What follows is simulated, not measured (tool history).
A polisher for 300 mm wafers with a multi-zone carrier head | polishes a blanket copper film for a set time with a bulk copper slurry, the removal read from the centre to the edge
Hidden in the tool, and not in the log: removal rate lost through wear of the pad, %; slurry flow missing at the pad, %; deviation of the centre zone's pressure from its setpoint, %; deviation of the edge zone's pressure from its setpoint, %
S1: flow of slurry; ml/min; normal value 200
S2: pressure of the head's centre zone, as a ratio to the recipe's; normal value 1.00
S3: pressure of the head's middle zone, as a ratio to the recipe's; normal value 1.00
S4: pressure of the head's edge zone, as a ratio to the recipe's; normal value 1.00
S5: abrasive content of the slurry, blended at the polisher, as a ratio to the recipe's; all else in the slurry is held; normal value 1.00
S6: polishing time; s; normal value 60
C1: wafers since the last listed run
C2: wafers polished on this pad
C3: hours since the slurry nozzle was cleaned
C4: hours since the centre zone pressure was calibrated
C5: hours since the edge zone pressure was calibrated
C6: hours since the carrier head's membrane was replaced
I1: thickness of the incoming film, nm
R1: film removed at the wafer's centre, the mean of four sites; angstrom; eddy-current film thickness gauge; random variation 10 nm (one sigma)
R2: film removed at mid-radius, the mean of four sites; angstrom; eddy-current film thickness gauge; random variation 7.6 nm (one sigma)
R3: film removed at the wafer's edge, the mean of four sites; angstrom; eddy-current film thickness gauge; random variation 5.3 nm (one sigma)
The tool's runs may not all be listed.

run	hour	S1	S2	S3	S4	S5	S6	C1	C2	C3	C4	C5	C6	I1	R1	R2	R3
1	0.0	200	1.00	1.00	1.00	1.00	60	0	240	135.3	1286.3	636.9	180.4	3514.8	6956	7982	7818
2	39.3	150	1.00	1.00	1.00	1.00	71	574	815	174.6	1325.6	676.2	219.7	3601.6	7851	9052	8994
3	79.1	200	1.11	1.04	1.00	0.80	47	581	1397	214.4	1365.4	716.0	259.5	3640.6	5771	6173	5842
4	117.3	200	1.00	1.00	1.00	1.00	60	558	1955	252.6	1403.6	754.2	297.7	3594.1	6840	7974	7927
5	167.9	200	1.00	1.00	1.00	1.00	60	739	2695	303.2	1454.2	804.8	348.3	3551.2	6807	8006	7916
6	219.9	200	1.00	1.00	1.08	1.00	79	760	3456	355.2	1506.2	856.8	400.3	3601.7	8970	10736	10750
# hour 228.1: centre zone pressure recalibrated
7	246.7	200	1.00	0.95	1.08	1.00	60	362	3818	382.0	18.6	883.6	427.1	3614.2	7693	7734	8233
8	318.4	270	0.92	1.00	1.00	0.90	60	1048	4867	453.7	90.3	955.3	498.8	3567.6	7105	8039	7898
# hour 393.9: slurry nozzle cleaned
# hour 413.8: edge zone pressure recalibrated
9	464.0	200	1.00	1.00	1.00	1.00	60	2085	6952	70.1	235.9	50.2	644.4	3603.5	7512	8050	7929
10	501.6	200	1.03	1.00	1.00	1.00	60	549	7502	107.7	273.5	87.8	682.0	3624.1	7551	8031	7871
# hour 552.6: worn pad replaced by a new one
11	558.5	170	1.00	1.00	1.00	1.20	60	773	85	164.6	330.4	144.7	738.9	3594.4	7707	8238	7936
12	605.6	200	1.00	1.00	1.00	1.00	60	688	774	211.7	377.5	191.8	786.0	3565.9	7245	8191	7810
13	675.6	200	1.00	1.00	1.00	1.10	60	1023	1797	281.7	447.5	261.8	856.0	3585.4	7467	8148	8083
14	722.7	200	1.00	1.00	1.00	1.00	60	688	2486	328.8	494.6	308.9	903.1	3638.4	7519	8043	7873
15	758.2	180	0.97	1.00	1.11	1.00	60	519	3005	364.3	530.1	344.4	938.6	3560.9	7202	7909	8227
16	818.8	200	1.00	1.00	1.05	1.00	77	886	3891	424.9	590.7	405.0	999.2	3539.4	9367	10350	10341
17	876.2	200	1.00	1.00	1.00	1.00	60	839	4731	482.3	648.1	462.4	1056.6	3651.7	7341	8053	7997
18	904.0	200	1.00	1.09	0.95	1.00	60	406	5137	510.1	675.9	490.2	1084.4	3585.8	7304	8550	7742
# hour 958.1: slurry nozzle cleaned
19	961.9	200	1.00	1.00	1.00	1.00	81	832	5969	3.8	733.8	548.1	1142.3	3605.5	9932	10886	10571
20	1007.2	200	1.00	1.00	0.96	1.00	60	662	6632	49.1	779.1	593.4	1187.6	3600.8	7214	7961	7713

Predict each of these 5 candidate next runs independently; none follows another, all start after run 20:
A	1007.6	200	1.00	1.00	1.00	1.00	46	5	6637	49.5	779.5	593.8	1188.0	3576.8	?	?	?
B	1007.6	200	0.88	1.00	1.00	1.00	60	5	6637	49.5	779.5	593.8	1188.0	3576.8	?	?	?
C	1007.6	200	1.00	1.00	1.00	1.00	50	5	6637	49.5	779.5	593.8	1188.0	3576.8	?	?	?
D	1007.6	200	1.00	1.00	1.00	1.15	79	5	6637	49.5	779.5	593.8	1188.0	3576.8	?	?	?
E	1007.6	200	1.00	1.00	1.00	1.00	79	5	6637	49.5	779.5	593.8	1188.0	3576.8	?	?	?

run	R1	R2	R3
A	5616	6238	5998
B	6436	8142	7823
C	6105	6781	6519
D	9940	11041	10615
E	9645	10714	10301
Had the tool no hidden state, the same runs would have come out as:
run	R1	R2	R3
A	5896	6237	5998
B	6760	8140	7823
C	6409	6779	6519
D	10435	11038	10615
E	10126	10711	10301

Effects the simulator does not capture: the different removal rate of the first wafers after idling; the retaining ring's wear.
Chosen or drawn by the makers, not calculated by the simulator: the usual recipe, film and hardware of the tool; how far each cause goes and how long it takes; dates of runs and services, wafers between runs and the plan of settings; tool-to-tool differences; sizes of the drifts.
